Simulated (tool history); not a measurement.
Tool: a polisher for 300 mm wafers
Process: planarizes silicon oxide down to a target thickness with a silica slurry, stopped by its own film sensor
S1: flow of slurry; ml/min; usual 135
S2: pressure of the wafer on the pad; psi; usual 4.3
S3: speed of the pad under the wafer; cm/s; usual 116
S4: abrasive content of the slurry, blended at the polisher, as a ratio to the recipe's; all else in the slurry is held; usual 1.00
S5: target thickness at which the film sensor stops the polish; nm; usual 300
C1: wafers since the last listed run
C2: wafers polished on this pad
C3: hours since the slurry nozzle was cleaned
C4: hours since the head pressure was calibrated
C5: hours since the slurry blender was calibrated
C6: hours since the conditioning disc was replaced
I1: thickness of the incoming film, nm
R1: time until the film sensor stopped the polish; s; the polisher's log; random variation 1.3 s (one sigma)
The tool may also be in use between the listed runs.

run,hour,S1,S2,S3,S4,S5,C1,C2,C3,C4,C5,C6,I1,R1
1,0.0,135,4.3,116,1.00,300,0,458,234.1,792.1,120.5,225.0,622.2,92.3
2,12.9,135,4.3,116,1.00,300,114,573,247.0,805.0,133.4,237.9,621.8,94.6
3,26.6,135,4.3,116,1.00,300,121,695,260.7,818.7,147.1,251.6,631.6,96.5
4,37.8,135,4.3,116,1.00,300,99,794,271.9,829.9,158.3,262.8,620.3,94.6
5,47.7,135,4.3,116,1.00,300,88,882,281.8,839.8,168.2,272.7,611.0,91.7
6,61.3,135,4.3,116,1.00,300,121,1003,295.4,853.4,181.8,286.3,619.4,96.1
7,72.3,135,4.3,116,0.85,300,97,1101,306.4,864.4,192.8,297.3,613.2,108.7
# hour 83.4: worn pad replaced by a new one
8,85.8,135,4.3,116,1.00,300,84,21,319.9,877.9,206.3,310.8,618.7,95.8
9,91.8,135,4.3,116,1.00,300,53,75,325.9,883.9,212.3,316.8,619.3,97.6
# hour 101.4: slurry blender recalibrated
# hour 124.9: slurry nozzle cleaned
10,144.5,135,4.3,116,1.00,300,442,517,19.6,936.6,43.1,369.5,619.2,88.6
11,153.7,170,5.0,116,1.00,300,81,599,28.8,945.8,52.3,378.7,622.7,82.0
12,168.5,135,4.3,116,1.15,220,131,730,43.6,960.6,67.1,393.5,617.9,101.4
13,174.6,105,5.0,116,1.25,260,54,785,49.7,966.7,73.2,399.6,615.8,83.4
14,182.5,135,3.4,142,1.00,300,70,855,57.6,974.6,81.1,407.5,619.9,88.2
15,200.0,170,5.2,116,1.00,396,155,1011,75.1,992.1,98.6,425.0,612.1,53.9
16,210.6,135,4.3,116,1.00,300,94,1105,85.7,1002.7,109.2,435.6,607.8,85.3
# hour 217.5: worn pad replaced by a new one
17,220.5,135,3.8,116,1.00,300,52,26,95.6,1012.6,119.1,445.5,619.4,97.6
# hour 222.6: conditioning disc replaced and pad reconditioned
# hour 231.3: head pressure recalibrated
18,231.8,135,4.3,116,1.00,300,64,91,106.9,0.5,130.4,9.2,609.2,88.3
19,239.6,100,4.3,116,0.75,300,69,161,114.7,8.3,138.2,17.0,619.4,132.3
20,252.9,135,4.3,116,1.00,300,118,279,128.0,21.6,151.5,30.3,621.2,92.7
21,264.4,105,4.3,116,1.00,300,102,381,139.5,33.1,163.0,41.8,618.7,95.2
22,281.3,135,4.3,116,0.80,300,150,532,156.4,50.0,179.9,58.7,622.2,117.9
23,288.1,135,4.3,116,1.00,300,60,592,163.2,56.8,186.7,65.5,630.6,95.5
24,298.2,165,3.6,116,0.85,207,89,682,173.3,66.9,196.8,75.6,614.7,150.3
25,305.2,135,4.3,116,1.00,251,62,745,180.3,73.9,203.8,82.6,623.3,109.0
# hour 338.1: slurry blender recalibrated
# hour 358.3: worn pad replaced by a new one
26,358.8,135,4.3,116,1.00,408,423,4,233.9,127.5,20.7,136.2,618.1,62.7

4 ways to go on from here, each from the tool as it stands after run 26. What would each give?
A,359.3,135,3.7,116,1.00,300,4,8,234.4,128.0,21.2,136.7,623.7,?
B,359.3,135,5.0,116,1.00,300,4,8,234.4,128.0,21.2,136.7,623.7,?
C,359.3,135,2.9,132,0.85,300,4,8,234.4,128.0,21.2,136.7,623.7,?
D,359.3,135,4.3,144,1.20,300,4,8,234.4,128.0,21.2,136.7,623.7,?

run,R1
A,103.5
B,85.7
C,123.8
D,70.3
Without the tool's hidden state the same runs would have given:
run,R1
A,99.6
B,82.4
C,119.1
D,67.6
